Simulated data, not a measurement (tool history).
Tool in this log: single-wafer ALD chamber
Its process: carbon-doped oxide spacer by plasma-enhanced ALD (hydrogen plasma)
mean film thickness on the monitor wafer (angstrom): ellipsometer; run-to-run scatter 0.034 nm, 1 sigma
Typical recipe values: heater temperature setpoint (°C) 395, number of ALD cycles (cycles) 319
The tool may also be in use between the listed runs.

| run | hour | heater temperature setpoint (°C) | number of ALD cycles (cycles) | read-back reference wafer on the same gauge, thickness_nm | mean film thickness on the monitor wafer (angstrom) |
|---|---|---|---|---|---|
| 1 | 0.0 | 395 | 319 | 10.813 | 134.99 |
| 2 | 37.3 | 395 | 319 | 10.811 | 134.52 |
| 3 | 88.6 | 395 | 319 | 10.818 | 134.64 |
| 4 | 269.6 | 395 | 319 | 10.848 | 134.82 |
| 5 | 299.1 | 395 | 319 | 10.850 | 135.33 |
| 6 | 324.1 | 395 | 319 | 10.860 | 134.94 |
| 7 | 394.0 | 395 | 319 | 10.865 | 134.91 |
| 8 | 433.2 | 395 | 319 | 10.872 | 135.64 |
| 9 | 577.4 | 395 | 343 | 10.896 | 145.90 |
| 10 | 637.8 | 395 | 343 | 10.887 | 145.94 |
| 11 | 665.4 | 395 | 343 | 10.895 | 146.07 |
| 12 | 694.5 | 395 | 360 | 10.903 | 153.84 |
| 13 | 762.5 | 395 | 360 | 10.914 | 153.48 |
| 14 | 787.2 | 395 | 332 | 10.915 | 141.44 |
| 15 | 839.2 | 395 | 332 | 10.929 | 141.39 |
| 16 | 886.2 | 395 | 319 | 10.927 | 136.98 |
| 17 | 952.5 | 395 | 319 | 10.930 | 136.97 |
| 18 | 997.0 | 395 | 319 | 10.945 | 136.92 |
| 19 | 1029.8 | 395 | 319 | 10.952 | 136.74 |
| 20 | 1056.7 | 395 | 319 | 10.960 | 136.45 |
| 21 | 1122.3 | 395 | 319 | 10.971 | 136.58 |
| 22 | 1166.9 | 390 | 366 | 10.976 | 156.12 |
| 23 | 1236.4 | 383 | 319 | 10.972 | 136.06 |
|  | 1273.7 | thermocouple changed; heater temperature recalibrated |
| 24 | 1274.2 | 395 | 319 | 10.987 | 136.96 |
| 25 | 1299.0 | 395 | 319 | 10.991 | 136.92 |
| 26 | 1401.3 | 401 | 319 | 11.000 | 135.83 |
| 27 | 1459.0 | 395 | 287 | 11.011 | 123.64 |
|  | 1463.6 | gauge calibrated |
| 28 | 1494.3 | 381 | 370 | 10.778 | 156.09 |
| 29 | 1555.2 | 400 | 368 | 10.790 | 154.87 |
| 30 | 1608.7 | 395 | 319 | 10.798 | 134.38 |
| 31 | 1676.0 | 395 | 319 | 10.808 | 135.03 |
| 32 | 1716.2 | 405 | 319 | 10.808 | 131.97 |
| 33 | 1756.8 | 386 | 261 | 10.814 | 110.50 |
| 34 | 1781.3 | 402 | 281 | 10.824 | 118.07 |
| 35 | 1816.1 | 395 | 319 | 10.826 | 134.51 |
| 36 | 1882.1 | 385 | 274 | 10.845 | 115.56 |
| 37 | 1924.8 | 395 | 319 | 10.841 | 134.96 |
| 38 | 1951.6 | 409 | 355 | 10.853 | 145.63 |
| 39 | 1986.9 | 403 | 264 | 10.839 | 111.05 |
| 40 | 2047.2 | 389 | 278 | 10.859 | 117.59 |
| 41 | 2112.4 | 409 | 319 | 10.871 | 130.80 |
| 42 | 2142.9 | 395 | 290 | 10.868 | 123.34 |

Forecast each of these 5 alternatives for the next run:
| A | 2143.8 | 395 | 351 | ? | ? |
| B | 2143.8 | 387 | 363 | ? | ? |
| C | 2143.8 | 409 | 382 | ? | ? |
| D | 2143.8 | 400 | 364 | ? | ? |
| E | 2143.8 | 385 | 268 | ? | ? |

| run | read-back reference wafer on the same gauge, thickness_nm | mean film thickness on the monitor wafer (angstrom) |
|---|---|---|
| A | 10.870 | 149.23 |
| B | 10.870 | 154.33 |
| C | 10.870 | 157.07 |
| D | 10.870 | 154.43 |
| E | 10.870 | 113.94 |
Take away the tool's hidden state, keep each run's random variation, and the runs would have read:
| run | mean film thickness on the monitor wafer (angstrom) |
|---|---|
| A | 148.26 |
| B | 153.33 |
| C | 156.05 |
| D | 153.43 |
| E | 113.20 |
